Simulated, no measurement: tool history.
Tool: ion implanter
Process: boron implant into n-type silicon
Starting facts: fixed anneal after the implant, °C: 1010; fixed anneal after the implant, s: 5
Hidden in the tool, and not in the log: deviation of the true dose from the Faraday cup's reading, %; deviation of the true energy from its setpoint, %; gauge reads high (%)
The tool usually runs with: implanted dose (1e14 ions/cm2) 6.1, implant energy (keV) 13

run,day,implanted dose (1e14 ions/cm2),implant energy (keV),wafers since the last listed run,hours since the last dose calibration,hours since the extraction supply was calibrated,hours since the gauge calibration,"read-back reference wafer on the same gauge, sheet resistance",sheet resistance of the implanted and annealed layer (ohm/square)
1,0,6.1,13,0,1403,5271.1,1269.5,161.08,191.14
2,3.883,6.1,13,1224,1496.2,5364.3,1362.7,161.01,191.36
3,6.425,6.1,13,801,1557.2,5425.3,1423.7,160.98,191.38
4,7.5,6.1,13,338,1583,5451.1,1449.5,161.01,190.19
5,10.129,6.1,13,829,1646.1,5514.2,1512.6,161.11,191.31
6,11.817,6.76,11.5,532,1686.6,5554.7,1553.1,161.02,177.42
7,13.367,6.76,11.5,488,1723.8,5591.9,1590.3,161.09,177.89
8,16.146,6.76,11.5,876,1790.5,5658.6,1657,160.84,177.05
# day 16.975: gauge calibrated
9,17.183,6.1,13,327,1815.4,5683.5,5,161.22,190.48
10,18.354,6.1,13,369,1843.5,5711.6,33.1,160.94,190.22
11,21.05,6.65,13,850,1908.2,5776.3,97.8,161,177.38
12,23.633,6.1,13,814,1970.2,5838.3,159.8,161.01,189.49
13,26.404,6.1,13,873,2036.7,5904.8,226.3,161.08,190.69
14,27.825,6.1,13,448,2070.8,5938.9,260.4,160.89,190.23
15,28.954,6.77,9.5,356,2097.9,5966,287.5,161.15,180.78
16,31.004,4.87,9.5,646,2147.1,6015.2,336.7,160.82,233.14
17,32.096,6.1,17,344,2173.3,6041.4,362.9,161.18,186.05
18,34.746,6.1,13,835,2236.9,6105,426.5,160.87,189.8
19,37.588,4.69,8.5,896,2305.1,6173.2,494.7,161.09,242.71
# day 37.975: Faraday cup replaced and dose calibrated
20,42.221,6.1,13,1355,101.9,6284.4,605.9,160.99,206.22
21,44.188,6.1,13,620,149.1,6331.6,653.1,160.86,205.71
22,46.071,5.5,10.5,593,194.3,6376.8,698.3,161.24,226.73
23,47.646,4.31,9.5,496,232.1,6414.6,736.1,160.84,280.83
# day 49.921: extraction supply calibrated
24,50.217,5.19,13,705,293.8,7.1,797.8,160.8,233.8

What does the tool deliver on the next run?
25,51.625,7.87,8.5,444,327.6,40.9,831.6,?,?

{"run 25": {"read-back reference wafer on the same gauge, sheet resistance": 160.76, "sheet resistance of the implanted and annealed layer (ohm/square)": 177.45}}
Minus the tool's unlogged condition, the same run would have read sheet resistance of the implanted and annealed layer (ohm/square) 170.59.

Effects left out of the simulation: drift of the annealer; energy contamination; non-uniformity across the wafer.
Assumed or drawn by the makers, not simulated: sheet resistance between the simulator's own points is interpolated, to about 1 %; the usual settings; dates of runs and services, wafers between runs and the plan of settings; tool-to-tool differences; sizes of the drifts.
